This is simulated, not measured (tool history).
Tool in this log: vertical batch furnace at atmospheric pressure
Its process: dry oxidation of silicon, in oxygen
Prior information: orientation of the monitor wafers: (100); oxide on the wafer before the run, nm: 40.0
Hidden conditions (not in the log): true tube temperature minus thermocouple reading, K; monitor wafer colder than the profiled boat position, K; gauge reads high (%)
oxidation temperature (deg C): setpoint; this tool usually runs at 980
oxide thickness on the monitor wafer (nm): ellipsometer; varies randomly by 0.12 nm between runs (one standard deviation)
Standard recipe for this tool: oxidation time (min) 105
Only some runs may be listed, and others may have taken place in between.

run,hour,oxidation temperature (deg C),oxidation time (min),wafers since the last listed run,hours since the last temperature calibration,hours since the boat lift was adjusted,hours since the gauge calibration,"read-back reference wafer on the same gauge, thickness",oxide thickness on the monitor wafer (nm)
1,0,980,105,0,3856.8,4962.1,132.5,71.11,82.32
2,17.7,980,105,192,3874.5,4979.8,150.2,71.09,82.17
3,45.1,980,105,298,3901.9,5007.2,177.6,71.11,82.28
4,68.2,980,81,251,3925,5030.3,200.7,71.05,73.45
5,96.8,980,81,311,3953.6,5058.9,229.3,71.08,73.41
6,119.4,980,105,246,3976.2,5081.5,251.9,71.1,82.29
7,151.9,980,105,354,4008.7,5114,284.4,71.1,82.33
8,182.2,980,105,330,4039,5144.3,314.7,71.13,82.44
9,202,980,105,215,4058.8,5164.1,334.5,71.13,82.47
10,226,980,105,261,4082.8,5188.1,358.5,71.07,82.4
11,241.2,966,105,165,4098,5203.3,373.7,71.1,77.61
12,261.1,966,105,216,4117.9,5223.2,393.6,71.14,77.22
13,283.1,966,105,239,4139.9,5245.2,415.6,71.08,77.46
14,318.7,974,105,387,4175.5,5280.8,451.2,71.06,80.16
15,353.5,974,105,379,4210.3,5315.6,486,71.13,80.26
# hour 439.9: boat lift adjusted
16,440.4,970,118.5,685,4297.2,0.5,572.9,71.1,83.36
17,446.5,965,54,66,4303.3,6.6,579,71.12,60.04
# hour 449.9: gauge calibrated
18,475.6,993,138,316,4332.4,35.7,25.7,71.1,102.65
19,510,973,89.5,374,4366.8,70.1,60.1,71.05,74.61
20,522.9,967,105,140,4379.7,83,73,71.15,77.91
# hour 557.4: thermocouples replaced and temperature profile calibrated
21,557.9,987,137,119,0.5,118,108,71.11,95.12
22,583.4,999,105,277,26,143.5,133.5,71.09,89.47
23,605.6,980,149.5,241,48.2,165.7,155.7,71.11,95.51
24,627.1,996,146.5,234,69.7,187.2,177.2,71.07,103.88
25,647.3,980,105,220,89.9,207.4,197.4,71.1,80.31
26,674.7,991,87,298,117.3,234.8,224.8,71.09,77.89
27,689.7,980,134,163,132.3,249.8,239.8,71.09,90.24
28,716.5,980,105,291,159.1,276.6,266.6,71.08,80.48
29,749.9,992,127.5,363,192.5,310,300,71.09,94.29
30,771.4,972,80.5,234,214,331.5,321.5,71.09,69.38
31,840.3,965,78.5,750,282.9,400.4,390.4,71.12,66.93
32,867.7,980,66.5,298,310.3,427.8,417.8,71.09,66.41
33,886.8,980,105,208,329.4,446.9,436.9,71.09,80.36
34,917.9,960,77,338,360.5,478,468,71.12,65.12
35,940.7,990,81,248,383.3,500.8,490.8,71.12,75.22
36,955,980,134,155,397.6,515.1,505.1,71.06,90.28
37,1031.3,1004,55,831,473.9,591.4,581.4,71.13,68.85
38,1064.6,1000,76.5,362,507.2,624.7,614.7,71.09,77.54

Hidden state at the last listed run before each entry between runs and at the first one after, where it differs:
After run 15, before run 16: boat lift adjusted (hour 439.9)
  true tube temperature minus thermocouple reading, K: 5.82 -> 6.04
  what was measured, less what the result would be without the hidden state, oxide thickness on the monitor wafer (nm): +2.08 -> +2.25
After run 17, before run 18: gauge calibrated (hour 449.9)
  true tube temperature minus thermocouple reading, K: 6.05 -> 6.13
  what was measured, less what the result would be without the hidden state, oxide thickness on the monitor wafer (nm): +1.12 -> +3.95
After run 20, before run 21: thermocouples replaced and temperature profile calibrated (hour 557.4)
  true tube temperature minus thermocouple reading, K: 6.25 -> 0.24
  what was measured, less what the result would be without the hidden state, oxide thickness on the monitor wafer (nm): +2.06 -> +0.13
